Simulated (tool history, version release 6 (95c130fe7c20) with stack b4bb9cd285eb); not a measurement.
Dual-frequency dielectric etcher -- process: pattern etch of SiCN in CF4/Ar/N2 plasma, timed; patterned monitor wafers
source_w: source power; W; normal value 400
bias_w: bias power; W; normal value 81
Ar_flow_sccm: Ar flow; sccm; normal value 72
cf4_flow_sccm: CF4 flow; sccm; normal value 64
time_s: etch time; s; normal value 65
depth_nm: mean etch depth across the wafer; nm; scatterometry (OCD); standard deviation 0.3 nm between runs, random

| run | hour | source_w | bias_w | Ar_flow_sccm | cf4_flow_sccm | time_s | read-back reference wafer on the same gauge, depth_nm | depth_nm |
|---|---|---|---|---|---|---|---|---|
| 1 | 0 | 400 | 81 | 72 | 64 | 65 | 52 | 52.8 |
| 2 | 35.5 | 370 | 81 | 72 | 64 | 65 | 52 | 49.7 |
| 3 | 147.3 | 400 | 81 | 72 | 64 | 56 | 52 | 45.7 |
| 4 | 194.7 | 400 | 69 | 72 | 64 | 65 | 52.1 | 52.4 |
| 5 | 230 | 400 | 81 | 72 | 64 | 65 | 51.9 | 54.2 |
|  | 251.5 | source power generator calibrated |
| 6 | 282.6 | 400 | 81 | 72 | 64 | 65 | 52 | 53.6 |
|  | 289 | gauge calibrated |
|  | 325.3 | CF4 flow controller replaced |
| 7 | 325.8 | 400 | 81 | 72 | 58 | 65 | 52 | 53.8 |
|  | 369.4 | upper electrode replaced |
| 8 | 369.9 | 450 | 81 | 72 | 71 | 65 | 51.9 | 61.7 |
| 9 | 378.5 | 400 | 81 | 72 | 64 | 65 | 52 | 54.4 |
|  | 442.6 | wet clean of the chamber |
|  | 446.1 | Ar flow controller replaced |
| 10 | 446.6 | 500 | 81 | 87 | 56 | 65 | 52 | 61.9 |
|  | 451.3 | bias power generator calibrated |
| 11 | 466.7 | 400 | 68 | 77 | 52 | 65 | 52 | 48.5 |
| 12 | 525.4 | 400 | 81 | 72 | 64 | 65 | 52.1 | 53.4 |
| 13 | 554.4 | 340 | 81 | 58 | 72 | 76 | 51.9 | 57.1 |
| 14 | 604.8 | 360 | 63 | 83 | 64 | 84 | 52 | 57.2 |

Consider 4 possible next runs. They are alternatives, not a sequence: every one starts from the tool as it was left by run 14. What does each give?
| A | 605.2 | 400 | 81 | 72 | 64 | 65 | ? | ? |
| B | 605.2 | 400 | 93 | 60 | 64 | 57 | ? | ? |
| C | 605.2 | 400 | 67 | 67 | 64 | 65 | ? | ? |
| D | 605.2 | 400 | 73 | 72 | 64 | 65 | ? | ? |

| run | read-back reference wafer on the same gauge, depth_nm | depth_nm |
|---|---|---|
| A | 52.1 | 53.6 |
| B | 52.1 | 50.5 |
| C | 52.1 | 51.7 |
| D | 52.1 | 52.1 |
Take away the tool's hidden state, keep each run's random variation, and the runs would have read:
| run | depth_nm |
|---|---|
| A | 52.3 |
| B | 49.4 |
| C | 50.4 |
| D | 50.8 |
